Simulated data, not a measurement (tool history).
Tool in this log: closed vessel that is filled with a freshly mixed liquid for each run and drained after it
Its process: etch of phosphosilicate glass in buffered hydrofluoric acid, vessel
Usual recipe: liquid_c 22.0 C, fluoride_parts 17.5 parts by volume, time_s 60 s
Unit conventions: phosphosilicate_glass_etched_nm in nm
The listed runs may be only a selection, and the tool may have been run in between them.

run	hour	liquid_c	fluoride_parts	time_s	read-back film thickness of the phosphosilicate glass reference wafer, read on the same gauge (nm)	phosphosilicate_glass_etched_nm
1	0.0	22.0	17.5	60	150.02	335.20
2	31.4	22.0	17.5	60	150.01	333.06
3	63.6	22.0	17.5	60	150.01	333.03
4	130.2	20.0	17.5	50	150.01	251.11
5	159.9	20.0	17.5	50	150.04	248.73
6	189.3	22.0	17.5	60	150.00	335.50
7	223.4	22.0	17.5	60	149.97	335.86
8	293.7	22.0	17.5	60	150.04	335.40
9	350.4	22.0	17.5	60	149.98	332.53
10	466.7	22.0	17.5	60	149.97	337.18
11	520.4	17.5	17.5	45	149.99	199.18
12	577.1	19.5	20.0	85	149.98	361.10
13	632.4	22.0	17.5	60	150.07	332.71
14	696.7	19.5	11.0	60	150.02	457.93
15	758.8	22.0	17.5	60	150.00	331.51
16	819.4	22.0	17.5	30	149.99	167.03
17	870.4	18.0	12.5	90	149.97	562.97
18	928.4	22.0	17.5	90	150.03	495.64
19	991.5	25.5	17.5	70	150.06	476.39

Put back what was entered between runs (3 entries, withheld): which listed runs does each sit between, and how does the hidden state differ from the listed run before to the listed run after?
After run 9, before run 10: hydrofluoric acid flow meter replaced (hour 466.2)
  no difference in the tool's unlogged condition between these two runs
After run 10, before run 11: thermometer replaced (hour 509.4)
  no difference in the tool's unlogged condition between these two runs
After run 14, before run 15: gauge calibrated (hour 744.1)
  no difference in the tool's unlogged condition between these two runs
